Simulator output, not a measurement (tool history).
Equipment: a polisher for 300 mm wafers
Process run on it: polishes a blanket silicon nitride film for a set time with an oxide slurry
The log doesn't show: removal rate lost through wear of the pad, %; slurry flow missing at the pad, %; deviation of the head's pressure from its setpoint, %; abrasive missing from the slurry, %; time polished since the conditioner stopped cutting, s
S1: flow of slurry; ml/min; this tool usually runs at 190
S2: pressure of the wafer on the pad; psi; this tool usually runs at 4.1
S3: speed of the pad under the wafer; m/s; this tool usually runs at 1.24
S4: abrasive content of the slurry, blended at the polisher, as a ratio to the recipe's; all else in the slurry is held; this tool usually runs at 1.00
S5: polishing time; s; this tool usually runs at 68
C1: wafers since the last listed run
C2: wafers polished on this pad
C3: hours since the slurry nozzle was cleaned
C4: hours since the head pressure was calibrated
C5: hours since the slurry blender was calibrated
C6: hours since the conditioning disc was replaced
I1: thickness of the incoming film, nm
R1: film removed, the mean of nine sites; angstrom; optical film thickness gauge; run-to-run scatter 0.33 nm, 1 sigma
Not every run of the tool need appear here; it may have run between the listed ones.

| run | hour | S1 | S2 | S3 | S4 | S5 | C1 | C2 | C3 | C4 | C5 | C6 | I1 | R1 |
|---|---|---|---|---|---|---|---|---|---|---|---|---|---|---|
| 1 | 0.0 | 155 | 4.7 | 1.24 | 1.00 | 68 | 0 | 241 | 101.9 | 684.9 | 347.4 | 72.1 | 351.7 | 539 |
|  | 16.0 | slurry blender recalibrated |
| 2 | 34.6 | 190 | 4.1 | 1.24 | 0.80 | 68 | 225 | 467 | 136.5 | 719.5 | 18.6 | 106.7 | 345.0 | 454 |
| 3 | 55.0 | 190 | 4.6 | 0.90 | 0.80 | 68 | 141 | 608 | 156.9 | 739.9 | 39.0 | 127.1 | 349.8 | 388 |
| 4 | 87.8 | 190 | 4.9 | 0.90 | 1.00 | 68 | 227 | 835 | 189.7 | 772.7 | 71.8 | 159.9 | 348.5 | 441 |
| 5 | 121.2 | 190 | 4.1 | 1.24 | 1.00 | 68 | 231 | 1067 | 223.1 | 806.1 | 105.2 | 193.3 | 350.9 | 479 |
|  | 131.7 | slurry nozzle cleaned |
| 6 | 138.0 | 190 | 5.3 | 1.68 | 1.00 | 58 | 109 | 1176 | 6.3 | 822.9 | 122.0 | 210.1 | 344.2 | 661 |
| 7 | 166.8 | 190 | 4.1 | 0.92 | 1.00 | 68 | 199 | 1376 | 35.1 | 851.7 | 150.8 | 238.9 | 354.1 | 379 |
|  | 199.4 | worn pad replaced by a new one, of another model than before |
| 8 | 213.6 | 210 | 5.3 | 1.24 | 1.00 | 68 | 296 | 98 | 81.9 | 898.5 | 197.6 | 285.7 | 344.7 | 584 |
| 9 | 253.5 | 190 | 3.3 | 0.98 | 0.75 | 78 | 276 | 374 | 121.8 | 938.4 | 237.5 | 325.6 | 348.5 | 368 |
|  | 268.7 | conditioning disc replaced and pad reconditioned |
| 10 | 285.4 | 210 | 4.8 | 1.24 | 0.75 | 68 | 207 | 581 | 153.7 | 970.3 | 269.4 | 16.7 | 354.0 | 512 |
| 11 | 314.2 | 150 | 4.1 | 1.24 | 1.00 | 68 | 199 | 781 | 182.5 | 999.1 | 298.2 | 45.5 | 350.8 | 475 |
| 12 | 347.7 | 190 | 4.1 | 1.24 | 1.00 | 68 | 231 | 1013 | 216.0 | 1032.6 | 331.7 | 79.0 | 349.7 | 480 |
| 13 | 371.3 | 190 | 4.1 | 1.54 | 1.20 | 68 | 163 | 1176 | 239.6 | 1056.2 | 355.3 | 102.6 | 348.7 | 573 |
|  | 376.1 | head pressure recalibrated |
|  | 385.2 | slurry blender recalibrated |
|  | 388.0 | slurry nozzle cleaned |
| 14 | 404.2 | 130 | 4.1 | 1.52 | 0.75 | 68 | 193 | 1369 | 16.2 | 28.1 | 19.0 | 135.5 | 345.7 | 465 |
| 15 | 418.8 | 225 | 4.1 | 1.44 | 0.80 | 68 | 101 | 1470 | 30.8 | 42.7 | 33.6 | 150.1 | 348.5 | 491 |
| 16 | 451.5 | 150 | 4.1 | 1.24 | 1.00 | 79 | 226 | 1697 | 63.5 | 75.4 | 66.3 | 182.8 | 348.2 | 543 |
| 17 | 475.5 | 190 | 4.9 | 1.24 | 1.15 | 76 | 166 | 1863 | 87.5 | 99.4 | 90.3 | 206.8 | 351.2 | 640 |
|  | 486.4 | worn pad replaced by a new one |
| 18 | 505.3 | 240 | 3.6 | 1.24 | 1.00 | 68 | 178 | 131 | 117.3 | 129.2 | 120.1 | 236.6 | 346.3 | 441 |
| 19 | 531.1 | 135 | 4.6 | 1.24 | 1.00 | 53 | 178 | 309 | 143.1 | 155.0 | 145.9 | 262.4 | 353.1 | 391 |
| 20 | 566.5 | 155 | 4.7 | 1.24 | 1.00 | 68 | 245 | 554 | 178.5 | 190.4 | 181.3 | 297.8 | 343.8 | 517 |
| 21 | 586.0 | 130 | 5.4 | 1.42 | 1.15 | 68 | 135 | 689 | 198.0 | 209.9 | 200.8 | 317.3 | 348.8 | 640 |
| 22 | 606.8 | 235 | 5.3 | 1.24 | 1.30 | 68 | 144 | 833 | 218.8 | 230.7 | 221.6 | 338.1 | 346.6 | 647 |
|  | 631.8 | slurry nozzle cleaned |
|  | 632.6 | conditioning disc replaced and pad reconditioned |
| 23 | 633.1 | 190 | 4.1 | 1.24 | 1.00 | 58 | 169 | 1003 | 1.3 | 257.0 | 247.9 | 0.5 | 347.9 | 419 |
| 24 | 650.9 | 190 | 4.1 | 1.24 | 1.00 | 68 | 123 | 1127 | 19.1 | 274.8 | 265.7 | 18.3 | 352.2 | 486 |
| 25 | 676.1 | 190 | 4.1 | 1.24 | 0.70 | 68 | 174 | 1301 | 44.3 | 300.0 | 290.9 | 43.5 | 352.4 | 427 |

What differs in the tool's unlogged condition from the final listed run ahead of each entry between runs to the first listed run following it?
In the gap between runs 1 and 2: slurry blender recalibrated (hour 16.0)
  time polished since the conditioner stopped cutting, s: 19.3 -> 24.3
  measured minus no-state result, R1: -12 -> -11 angstrom
In the gap between runs 5 and 6: slurry nozzle cleaned (hour 131.7)
  time polished since the conditioner stopped cutting, s: 32.2 -> 33.2
  measured minus no-state result, R1: -15 -> -35 angstrom
In the gap between runs 7 and 8: worn pad replaced by a new one, of another model than before (hour 199.4)
  time polished since the conditioner stopped cutting, s: 34.6 -> 36.4
  measured minus no-state result, R1: -10 -> -25 angstrom
In the gap between runs 9 and 10: conditioning disc replaced and pad reconditioned (hour 268.7)
  time polished since the conditioner stopped cutting, s: 37.4 -> 10.4
  measured minus no-state result, R1: -10 -> -5 angstrom
In the gap between runs 13 and 14: head pressure recalibrated (hour 376.1); slurry blender recalibrated (hour 385.2); slurry nozzle cleaned (hour 388.0)
  time polished since the conditioner stopped cutting, s: 26.3 -> 30.1
  measured minus no-state result, R1: -16 -> -15 angstrom
In the gap between runs 17 and 18: worn pad replaced by a new one (hour 486.4)
  time polished since the conditioner stopped cutting, s: 35.5 -> 37.1
  measured minus no-state result, R1: -24 -> -14 angstrom
In the gap between runs 22 and 23: slurry nozzle cleaned (hour 631.8); conditioning disc replaced and pad reconditioned (hour 632.6)
  time polished since the conditioner stopped cutting, s: 40.2 -> 3.28
  measured minus no-state result, R1: -30 -> -1 angstrom

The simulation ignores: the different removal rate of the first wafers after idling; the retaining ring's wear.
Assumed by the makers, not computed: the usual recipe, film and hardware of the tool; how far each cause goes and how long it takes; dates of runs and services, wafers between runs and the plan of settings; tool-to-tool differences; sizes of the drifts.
